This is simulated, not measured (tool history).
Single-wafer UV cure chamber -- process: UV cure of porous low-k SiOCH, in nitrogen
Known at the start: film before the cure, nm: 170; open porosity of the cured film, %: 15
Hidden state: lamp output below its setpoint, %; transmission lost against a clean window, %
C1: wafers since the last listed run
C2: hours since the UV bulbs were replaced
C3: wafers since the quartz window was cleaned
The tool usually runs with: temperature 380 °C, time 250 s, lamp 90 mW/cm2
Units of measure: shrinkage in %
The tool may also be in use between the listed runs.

Run 1, day 0: usual settings; C1 0; C2 2290.4; C3 2926. Result: shrinkage 8.572 %.
At day 0.917: quartz window cleaned.
Run 2, day 0.938: usual settings; C1 113; C2 2312.9; C3 3. Result: shrinkage 9.31 %.
Run 3, day 1.875: usual settings; C1 176; C2 2335.4; C3 179. Result: shrinkage 9.271 %.
Run 4, day 3.017: usual settings; C1 214; C2 2362.8; C3 394. Result: shrinkage 9.177 %.
Run 5, day 3.538: usual settings; C1 97; C2 2375.3; C3 492. Result: shrinkage 9.272 %.
Run 6, day 5: usual settings; C1 275; C2 2410.4; C3 767. Result: shrinkage 9.158 %.
Run 7, day 5.746: usual settings; C1 140; C2 2428.3; C3 908. Result: shrinkage 8.945 %.
Run 8, day 7.167: usual settings; C1 267; C2 2462.4; C3 1175. Result: shrinkage 9.167 %.
Run 9, day 7.671: usual settings but lamp 114 mW/cm2; C1 94; C2 2474.5; C3 1270. Result: shrinkage 9.944 %.
Run 10, day 8.304: usual settings but lamp 114 mW/cm2; C1 119; C2 2489.7; C3 1389. Result: shrinkage 9.969 %.
Run 11, day 9.367: usual settings; C1 199; C2 2515.2; C3 1589. Result: shrinkage 8.841 %.
Run 12, day 10.854: usual settings; C1 279; C2 2550.9; C3 1869. Result: shrinkage 8.937 %.
Run 13, day 11.575: usual settings; C1 135; C2 2568.2; C3 2004. Result: shrinkage 8.763 %.
Run 14, day 12.5: usual settings; C1 174; C2 2590.4; C3 2178. Result: shrinkage 8.605 %.
Run 15, day 13.417: usual settings; C1 172; C2 2612.4; C3 2351. Result: shrinkage 8.696 %.
Run 16, day 14.912: usual settings but lamp 81 mW/cm2; C1 281; C2 2648.3; C3 2632. Result: shrinkage 8.363 %.
Run 17, day 16.038: usual settings; C1 211; C2 2675.3; C3 2844. Result: shrinkage 8.397 %.
Run 18, day 16.596: usual settings; C1 105; C2 2688.7; C3 2949. Result: shrinkage 8.444 %.
Run 19, day 17.342: usual settings; C1 140; C2 2706.6; C3 3089. Result: shrinkage 8.277 %.
At day 18.729: quartz window cleaned.
Run 20, day 18.75: usual settings but temperature 387 °C, lamp 65 mW/cm2; C1 202; C2 2740.4; C3 4. Result: shrinkage 7.819 %.
Run 21, day 19.242: usual settings but temperature 387 °C, lamp 65 mW/cm2; C1 92; C2 2752.2; C3 96. Result: shrinkage 7.624 %.
Run 22, day 20.596: usual settings but temperature 373 °C, time 155 s; C1 254; C2 2784.7; C3 351. Result: shrinkage 6.972 %.
Run 23, day 21.912: usual settings; C1 247; C2 2816.3; C3 599. Result: shrinkage 8.944 %.
Run 24, day 23.088: usual settings but temperature 392 °C, time 110 s, lamp 69 mW/cm2; C1 221; C2 2844.5; C3 820. Result: shrinkage 4.958 %.
Run 25, day 24.054: usual settings; C1 181; C2 2867.7; C3 1002. Result: shrinkage 8.763 %.
Run 26, day 24.712: usual settings but lamp 114 mW/cm2; C1 123; C2 2883.5; C3 1125. Result: shrinkage 9.631 %.
Run 27, day 25.792: usual settings; C1 203; C2 2909.4; C3 1329. Result: shrinkage 8.742 %.
At day 27.262: UV bulbs replaced.
Run 28, day 27.283: usual settings; C1 217; C2 0.5; C3 1546. Result: shrinkage 10.692 %.
Run 29, day 28.133: usual settings but time 345 s, lamp 126 mW/cm2; C1 159; C2 20.9; C3 1706. Result: shrinkage 13.527 %.
Run 30, day 29.588: usual settings; C1 273; C2 55.8; C3 1980. Result: shrinkage 10.301 %.
Run 31, day 30.383: usual settings but time 135 s; C1 149; C2 74.9; C3 2130. Result: shrinkage 8.061 %.
Run 32, day 31.088: usual settings but temperature 367 °C, time 205 s, lamp 69 mW/cm2; C1 132; C2 91.8; C3 2262. Result: shrinkage 8.376 %.
Run 33, day 33.9: usual settings but temperature 387 °C, time 330 s, lamp 115 mW/cm2; C1 529; C2 159.3; C3 2791. Result: shrinkage 12.598 %.
Run 34, day 34.892: usual settings but time 295 s; C1 186; C2 183.1; C3 2978. Result: shrinkage 10.878 %.
At day 35.479: quartz window cleaned.
Run 35, day 35.896: usual settings but time 175 s, lamp 66 mW/cm2; C1 126; C2 207.2; C3 78. Result: shrinkage 8.008 %.
Run 36, day 36.604: usual settings but temperature 394 °C, time 135 s, lamp 101 mW/cm2; C1 133; C2 224.2; C3 211. Result: shrinkage 8.791 %.
Run 37, day 37.879: usual settings but temperature 395 °C, time 185 s, lamp 77 mW/cm2; C1 239; C2 254.8; C3 451. Result: shrinkage 9.073 %.
Run 38, day 38.796: usual settings but temperature 367 °C, time 395 s, lamp 103 mW/cm2; C1 172; C2 276.8; C3 623. Result: shrinkage 12.907 %.
Run 39, day 40.021: usual settings but lamp 125 mW/cm2; C1 230; C2 306.2; C3 854. Result: shrinkage 12.112 %.
Run 40, day 40.729: usual settings but temperature 365 °C, time 335 s, lamp 51 mW/cm2; C1 133; C2 323.2; C3 987. Result: shrinkage 9.115 %.
Run 41, day 41.583: usual settings but temperature 387 °C, lamp 65 mW/cm2; C1 160; C2 343.7; C3 1148. Result: shrinkage 9.285 %.
Run 42, day 42.804: usual settings; C1 229; C2 373; C3 1378. Result: shrinkage 10.598 %.
Run 43, day 44.158: usual settings; C1 254; C2 405.5; C3 1632. Result: shrinkage 10.536 %.
Run 44, day 44.725: usual settings but temperature 392 °C, time 150 s, lamp 119 mW/cm2; C1 106; C2 419.1; C3 1739. Result: shrinkage 9.52 %.

Hidden state, per run?
H1: lamp output below its setpoint, %
H2: transmission lost against a clean window, %
run     H1      H2
  1   31.4    13.9
  2   31.7   0.679
  3   31.9   0.725
  4   32.3     0.9
  5   32.4    1.02
  6   32.9    1.52
  7   33.1    1.85
  8   33.5    2.64
  9   33.7    2.97
 10   33.9    3.42
 11   34.2    4.26
 12   34.6    5.64
 13   34.9    6.38
 14   35.1    7.41
 15   35.4    8.52
 16   35.9    10.5
 17   36.2    12.2
 18   36.4      13
 19   36.6    14.2
 20     37  0.0967
 21   37.2    0.11
 22   37.6   0.272
 23     38   0.606
 24   38.3    1.05
 25   38.6    1.52
 26   38.8     1.9
 27   39.1     2.6
 28  0.944    3.77
 29    1.2    4.54
 30   1.64    6.02
 31   1.88    6.92
 32   2.09    7.77
 33   2.94    11.7
 34   3.24    13.2
 35   3.54   0.801
 36   3.75   0.856
 37   4.14    1.08
 38   4.42    1.34
 39   4.78    1.83
 40      5    2.18
 41   5.26    2.66
 42   5.62    3.49
 43   6.03    4.57
 44    6.2    5.08
